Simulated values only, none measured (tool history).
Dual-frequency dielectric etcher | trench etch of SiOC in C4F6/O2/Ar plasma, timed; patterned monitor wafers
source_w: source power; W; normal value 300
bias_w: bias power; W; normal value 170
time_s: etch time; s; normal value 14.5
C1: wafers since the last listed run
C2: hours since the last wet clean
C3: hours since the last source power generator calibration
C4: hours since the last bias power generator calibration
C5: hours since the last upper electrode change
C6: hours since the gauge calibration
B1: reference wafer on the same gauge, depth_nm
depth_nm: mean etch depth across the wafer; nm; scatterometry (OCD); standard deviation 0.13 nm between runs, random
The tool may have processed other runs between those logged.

{"run": 1, "hour": 0.0, "source_w": 300, "bias_w": 170, "time_s": 14.5, "C1": 0, "C2": 465.4, "C3": 2041, "C4": 2391.5, "C5": 4384, "C6": 326.2, "B1": 25.39, "depth_nm": 28.2}
{"run": 2, "hour": 38.8, "source_w": 300, "bias_w": 170, "time_s": 14.5, "C1": 502, "C2": 504.2, "C3": 2079.8, "C4": 2430.3, "C5": 4422.8, "C6": 365, "B1": 25.37, "depth_nm": 28.58}
{"hour": 142.1, "done": "wet clean of the chamber"}
{"run": 3, "hour": 142.6, "source_w": 300, "bias_w": 140, "time_s": 14.5, "C1": 1032, "C2": 0.5, "C3": 2183.6, "C4": 2534.1, "C5": 4526.6, "C6": 468.8, "B1": 25.42, "depth_nm": 26.19}
{"run": 4, "hour": 235.2, "source_w": 300, "bias_w": 140, "time_s": 14.5, "C1": 1198, "C2": 93.1, "C3": 2276.2, "C4": 2626.7, "C5": 4619.2, "C6": 561.4, "B1": 25.41, "depth_nm": 26.07}
{"hour": 262.4, "done": "bias power generator calibrated"}
{"run": 5, "hour": 333.9, "source_w": 300, "bias_w": 160, "time_s": 11, "C1": 1225, "C2": 191.8, "C3": 2374.9, "C4": 71.5, "C5": 4717.9, "C6": 660.1, "B1": 25.41, "depth_nm": 21.12}
{"run": 6, "hour": 474.3, "source_w": 300, "bias_w": 160, "time_s": 11, "C1": 1816, "C2": 332.2, "C3": 2515.3, "C4": 211.9, "C5": 4858.3, "C6": 800.5, "B1": 25.41, "depth_nm": 20.88}
{"run": 7, "hour": 557.6, "source_w": 300, "bias_w": 160, "time_s": 11, "C1": 1077, "C2": 415.5, "C3": 2598.6, "C4": 295.2, "C5": 4941.6, "C6": 883.8, "B1": 25.41, "depth_nm": 21.06}
{"run": 8, "hour": 661.2, "source_w": 300, "bias_w": 170, "time_s": 14.5, "C1": 1340, "C2": 519.1, "C3": 2702.2, "C4": 398.8, "C5": 5045.2, "C6": 987.4, "B1": 25.38, "depth_nm": 28.45}
{"run": 9, "hour": 699.8, "source_w": 350, "bias_w": 207, "time_s": 13.5, "C1": 499, "C2": 557.7, "C3": 2740.8, "C4": 437.4, "C5": 5083.8, "C6": 1026, "B1": 25.36, "depth_nm": 31.74}
{"hour": 796.4, "done": "wet clean of the chamber"}
{"run": 10, "hour": 806.0, "source_w": 280, "bias_w": 133, "time_s": 16.5, "C1": 1063, "C2": 9.6, "C3": 2847, "C4": 543.6, "C5": 5190, "C6": 1132.2, "B1": 25.39, "depth_nm": 27.84}
{"run": 11, "hour": 892.1, "source_w": 300, "bias_w": 170, "time_s": 14.5, "C1": 1114, "C2": 95.7, "C3": 2933.1, "C4": 629.7, "C5": 5276.1, "C6": 1218.3, "B1": 25.41, "depth_nm": 28.31}
{"hour": 909.8, "done": "source power generator calibrated"}
{"hour": 959.1, "done": "upper electrode replaced"}
{"run": 12, "hour": 959.6, "source_w": 350, "bias_w": 194, "time_s": 17, "C1": 511, "C2": 163.2, "C3": 49.8, "C4": 697.2, "C5": 0.5, "C6": 1285.8, "B1": 25.41, "depth_nm": 38.21}
{"run": 13, "hour": 1041.2, "source_w": 300, "bias_w": 148, "time_s": 14.5, "C1": 1055, "C2": 244.8, "C3": 131.4, "C4": 778.8, "C5": 82.1, "C6": 1367.4, "B1": 25.38, "depth_nm": 26.22}
{"run": 14, "hour": 1084.9, "source_w": 300, "bias_w": 170, "time_s": 14.5, "C1": 565, "C2": 288.5, "C3": 175.1, "C4": 822.5, "C5": 125.8, "C6": 1411.1, "B1": 25.39, "depth_nm": 27.96}
{"run": 15, "hour": 1128.9, "source_w": 360, "bias_w": 191, "time_s": 14.5, "C1": 569, "C2": 332.5, "C3": 219.1, "C4": 866.5, "C5": 169.8, "C6": 1455.1, "B1": 25.38, "depth_nm": 32.98}
{"run": 16, "hour": 1216.7, "source_w": 380, "bias_w": 170, "time_s": 16, "C1": 1136, "C2": 420.3, "C3": 306.9, "C4": 954.3, "C5": 257.6, "C6": 1542.9, "B1": 25.39, "depth_nm": 35.18}
{"run": 17, "hour": 1259.6, "source_w": 360, "bias_w": 170, "time_s": 18.5, "C1": 555, "C2": 463.2, "C3": 349.8, "C4": 997.2, "C5": 300.5, "C6": 1585.8, "B1": 25.41, "depth_nm": 39.53}
{"run": 18, "hour": 1356.3, "source_w": 300, "bias_w": 134, "time_s": 17, "C1": 1251, "C2": 559.9, "C3": 446.5, "C4": 1093.9, "C5": 397.2, "C6": 1682.5, "B1": 25.39, "depth_nm": 29.55}
{"hour": 1443.2, "done": "wet clean of the chamber"}
{"run": 19, "hour": 1456.5, "source_w": 300, "bias_w": 170, "time_s": 14.5, "C1": 985, "C2": 13.3, "C3": 546.7, "C4": 1194.1, "C5": 497.4, "C6": 1782.7, "B1": 25.39, "depth_nm": 28.09}
{"run": 20, "hour": 1502.1, "source_w": 380, "bias_w": 170, "time_s": 16, "C1": 590, "C2": 58.9, "C3": 592.3, "C4": 1239.7, "C5": 543, "C6": 1828.3, "B1": 25.4, "depth_nm": 35.41}
{"hour": 1508.0, "done": "gauge calibrated"}
{"run": 21, "hour": 1627.0, "source_w": 340, "bias_w": 134, "time_s": 16.5, "C1": 1616, "C2": 183.8, "C3": 717.2, "C4": 1364.6, "C5": 667.9, "C6": 119, "B1": 25.4, "depth_nm": 30.82}
{"run": 22, "hour": 1665.1, "source_w": 260, "bias_w": 170, "time_s": 14.5, "C1": 492, "C2": 221.9, "C3": 755.3, "C4": 1402.7, "C5": 706, "C6": 157.1, "B1": 25.42, "depth_nm": 26.06}
{"run": 23, "hour": 1742.6, "source_w": 300, "bias_w": 170, "time_s": 14.5, "C1": 1002, "C2": 299.4, "C3": 832.8, "C4": 1480.2, "C5": 783.5, "C6": 234.6, "B1": 25.39, "depth_nm": 28.27}

Expected results for the next run?
{"run": 24, "hour": 1827.9, "source_w": 360, "bias_w": 170, "time_s": 18, "C1": 1103, "C2": 384.7, "C3": 918.1, "C4": 1565.5, "C5": 868.8, "C6": 319.9, "B1": "?", "depth_nm": "?"}

B1: 25.41
depth_nm: 38.68 nm
Without the tool's hidden state the same run would have given depth_nm 37.97 nm.

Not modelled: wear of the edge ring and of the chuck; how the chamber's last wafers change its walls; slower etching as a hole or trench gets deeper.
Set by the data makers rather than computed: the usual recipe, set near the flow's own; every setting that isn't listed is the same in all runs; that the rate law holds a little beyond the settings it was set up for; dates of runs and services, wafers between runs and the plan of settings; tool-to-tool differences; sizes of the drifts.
